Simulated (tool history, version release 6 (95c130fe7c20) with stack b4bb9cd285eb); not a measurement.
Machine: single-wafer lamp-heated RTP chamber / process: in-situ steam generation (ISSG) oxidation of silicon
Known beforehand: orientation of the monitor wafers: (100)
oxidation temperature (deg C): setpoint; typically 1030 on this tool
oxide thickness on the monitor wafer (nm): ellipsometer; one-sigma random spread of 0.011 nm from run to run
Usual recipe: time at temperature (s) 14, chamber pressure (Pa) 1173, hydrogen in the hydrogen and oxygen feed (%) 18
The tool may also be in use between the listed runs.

run    hour  oxidation temperature (deg C)  time at temperature (s)  chamber pressure (Pa)  hydrogen in the hydrogen and oxygen feed (%)  wafers since the last listed run  wafers since the last pyrometer calibration  hours since the pressure gauge was zeroed  hours since the hydrogen flow controller was replaced  hours since the gauge calibration  read-back reference wafer on the same gauge, thickness  oxide thickness on the monitor wafer (nm)
  1     0.0                           1030                       14                   1173                                            18                                 0                                         4299                                     4157.1                                                 5706.9                              274.7                                                   5.240                                      5.164
  2    33.4                           1030                       14                   1173                                            18                               480                                         4780                                     4190.5                                                 5740.3                              308.1                                                   5.239                                      5.153
  3    87.0                           1030                       14                   1173                                            18                               771                                         5551                                     4244.1                                                 5793.9                              361.7                                                   5.239                                      5.176
  4   117.8                           1030                       14                   1173                                            18                               443                                         5994                                     4274.9                                                 5824.7                              392.5                                                   5.239                                      5.178
  5   171.3                           1030                       14                   1173                                            18                               769                                         6763                                     4328.4                                                 5878.2                              446.0                                                   5.240                                      5.195
      200.0  -- pyrometer window cleaned and pyrometer calibrated
  6   200.5                           1030                       14                   1173                                            26                               304                                            7                                     4357.6                                                 5907.4                              475.2                                                   5.236                                      5.603
  7   222.3                           1030                       14                   1173                                            26                               313                                          321                                     4379.4                                                 5929.2                              497.0                                                   5.241                                      5.603
  8   268.0                           1030                       14                   1173                                            18                               657                                          978                                     4425.1                                                 5974.9                              542.7                                                   5.235                                      5.131
  9   297.8                           1030                       14                   1173                                            18                               428                                         1407                                     4454.9                                                 6004.7                              572.5                                                   5.235                                      5.130
 10   348.5                           1030                       14                   1173                                            18                               729                                         2136                                     4505.6                                                 6055.4                              623.2                                                   5.241                                      5.136
 11   412.6                           1030                       14                   1173                                            18                               922                                         3058                                     4569.7                                                 6119.5                              687.3                                                   5.238                                      5.155
 12   461.0                           1024                       19                   1173                                            18                               696                                         3754                                     4618.1                                                 6167.9                              735.7                                                   5.236                                      5.826
 13   519.8                           1045                       10                   1280                                            25                               845                                         4600                                     4676.9                                                 6226.7                              794.5                                                   5.241                                      5.035
 14   567.0                           1030                       17                   1307                                            18                               679                                         5279                                     4724.1                                                 6273.9                              841.7                                                   5.243                                      5.646
 15   615.1                           1038                       14                   1173                                            12                               691                                         5971                                     4772.2                                                 6322.0                              889.8                                                   5.242                                      4.915
      661.3  -- pyrometer window cleaned and pyrometer calibrated
      665.0  -- hydrogen flow controller replaced
      759.6  -- pressure gauge zeroed
 16   802.9                           1030                       14                   1067                                            18                              2416                                         1868                                       43.3                                                  137.9                             1077.6                                                   5.243                                      5.160
 17   846.9                           1030                       14                   1173                                            18                               632                                         2501                                       87.3                                                  181.9                             1121.6                                                   5.239                                      5.140
      848.9  -- gauge calibrated
 18   876.1                           1045                       15                   1320                                            15                               420                                         2921                                      116.5                                                  211.1                               27.2                                                   5.237                                      5.409
 19   928.2                           1030                       14                   1173                                            18                               749                                         3670                                      168.6                                                  263.2                               79.3                                                   5.243                                      5.141
 20   996.6                           1030                       16                   1307                                            12                               983                                         4654                                      237.0                                                  331.6                              147.7                                                   5.240                                      4.964
 21  1043.7                           1030                       14                   1173                                            18                               677                                         5332                                      284.1                                                  378.7                              194.8                                                   5.240                                      5.150
     1070.2  -- pyrometer window cleaned and pyrometer calibrated
 22  1087.6                           1035                       14                   1013                                            11                               516                                          250                                      328.0                                                  422.6                              238.7                                                   5.240                                      4.684

Forecast run 23:
 23  1117.0                           1043                       18                    987                                            18                               422                                          673                                      357.4                                                  452.0                              268.1                                                       ?                                          ?

read-back reference wafer on the same gauge, thickness: 5.240
oxide thickness on the monitor wafer (nm): 6.184
Minus the tool's unlogged condition, the same run would have read oxide thickness on the monitor wafer (nm) 6.168.
